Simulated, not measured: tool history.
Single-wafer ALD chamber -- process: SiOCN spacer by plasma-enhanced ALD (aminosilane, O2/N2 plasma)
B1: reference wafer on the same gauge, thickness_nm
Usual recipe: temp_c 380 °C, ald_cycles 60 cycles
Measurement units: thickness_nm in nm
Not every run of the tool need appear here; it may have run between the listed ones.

run 1 hour=0.0 | temp_c=380 ald_cycles=60 | B1=3.247 | thickness_nm=3.838
run 2 hour=13.7 | temp_c=380 ald_cycles=60 | B1=3.252 | thickness_nm=3.837
run 3 hour=22.7 | temp_c=380 ald_cycles=60 | B1=3.252 | thickness_nm=3.864
run 4 hour=32.0 | temp_c=380 ald_cycles=50 | B1=3.252 | thickness_nm=3.212
run 5 hour=40.9 | temp_c=380 ald_cycles=60 | B1=3.250 | thickness_nm=3.849
run 6 hour=57.3 | temp_c=380 ald_cycles=60 | B1=3.251 | thickness_nm=3.849
run 7 hour=73.5 | temp_c=380 ald_cycles=60 | B1=3.252 | thickness_nm=3.830
run 8 hour=89.6 | temp_c=387 ald_cycles=51 | B1=3.248 | thickness_nm=3.261
run 9 hour=101.7 | temp_c=369 ald_cycles=60 | B1=3.251 | thickness_nm=3.841
run 10 hour=115.4 | temp_c=369 ald_cycles=48 | B1=3.250 | thickness_nm=3.076
run 11 hour=121.5 | temp_c=391 ald_cycles=60 | B1=3.251 | thickness_nm=3.828
run 12 hour=138.9 | temp_c=380 ald_cycles=60 | B1=3.249 | thickness_nm=3.844
run 13 hour=149.1 | temp_c=391 ald_cycles=68 | B1=3.249 | thickness_nm=4.360
run 14 hour=156.8 | temp_c=380 ald_cycles=67 | B1=3.253 | thickness_nm=4.287
run 15 hour=172.8 | temp_c=380 ald_cycles=60 | B1=3.251 | thickness_nm=3.827
run 16 hour=188.1 | temp_c=385 ald_cycles=49 | B1=3.252 | thickness_nm=3.130
run 17 hour=205.6 | temp_c=393 ald_cycles=63 | B1=3.249 | thickness_nm=4.040

Put back what was entered between runs (2 entries, withheld): which listed runs does each sit between, and how does the hidden state differ from the listed run before to the listed run after?
Runs 6 to 7: gauge calibrated (hour 65.4)
  no hidden state differs between the two runs
Runs 11 to 12: thermocouple changed; heater temperature recalibrated (hour 138.4)
  no hidden state differs between the two runs
